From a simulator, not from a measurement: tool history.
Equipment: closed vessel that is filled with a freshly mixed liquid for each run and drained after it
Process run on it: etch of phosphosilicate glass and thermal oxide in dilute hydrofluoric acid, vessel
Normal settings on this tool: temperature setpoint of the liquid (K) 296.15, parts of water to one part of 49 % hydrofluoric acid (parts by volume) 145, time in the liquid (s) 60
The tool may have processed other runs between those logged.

run	hour	temperature setpoint of the liquid (K)	parts of water to one part of 49 % hydrofluoric acid (parts by volume)	time in the liquid (s)	read-back film thickness of the phosphosilicate glass reference wafer, read on the same gauge (nm)	read-back film thickness of the thermal oxide reference wafer, read on the same gauge (nm)	thickness taken off the phosphosilicate glass on a monitor wafer (angstrom)	thickness taken off the thermal oxide on a monitor wafer (angstrom)
1	0.0	296.15	145	60	29.97	29.997	789.9	16.69
2	105.4	298.15	145	60	30.01	29.996	849.7	17.80
# hour 172.4: hydrofluoric acid flow meter replaced
3	212.5	296.15	145	60	29.97	29.998	838.6	17.47
4	301.1	296.15	145	60	30.04	29.999	814.4	17.28
5	377.3	296.15	160	60	30.04	29.998	727.4	15.53
6	454.4	296.15	145	40	30.03	30.010	548.4	11.79
# hour 500.2: gauge calibrated
7	547.3	296.15	145	40	30.01	29.999	540.1	11.42
8	602.1	296.15	145	40	29.99	30.018	533.2	11.45
9	849.6	296.15	145	60	30.07	29.992	772.1	16.97
# hour 862.3: hydrofluoric acid flow meter replaced
10	1137.8	293.15	145	60	29.99	30.007	718.2	15.54
11	1238.3	300.65	145	75	29.96	29.977	1184.1	25.61
12	1284.8	294.65	75	80	30.01	30.042	2109.7	45.23
13	1321.9	297.65	165	50	30.01	30.003	597.7	12.86
14	1424.3	293.15	145	60	30.00	29.976	697.8	14.91
# hour 1448.2: thermometer replaced
15	1502.6	296.15	145	60	29.98	30.005	786.9	16.30
16	1591.2	291.65	145	30	30.01	29.978	323.5	6.73
# hour 1606.3: hydrofluoric acid flow meter replaced
17	1648.7	296.15	160	60	30.00	29.992	739.2	16.17
18	1703.8	298.65	110	50	30.05	30.005	1034.6	21.57
19	1769.0	296.15	145	80	29.99	30.008	1081.9	23.28
20	1829.0	292.15	145	95	30.01	30.006	1104.4	23.36

Run 21, settings as shown, results not yet in. Your forecast:
21	1908.5	294.65	145	60	?	?	?	?

read-back film thickness of the phosphosilicate glass reference wafer, read on the same gauge (nm): 29.98
read-back film thickness of the thermal oxide reference wafer, read on the same gauge (nm): 30.023
thickness taken off the phosphosilicate glass on a monitor wafer (angstrom): 758.1
thickness taken off the thermal oxide on a monitor wafer (angstrom): 16.40
On a tool with no hidden condition, and with the same random variation, this run would have come out at thickness taken off the phosphosilicate glass on a monitor wafer (angstrom) 795.4, thickness taken off the thermal oxide on a monitor wafer (angstrom) 17.21.
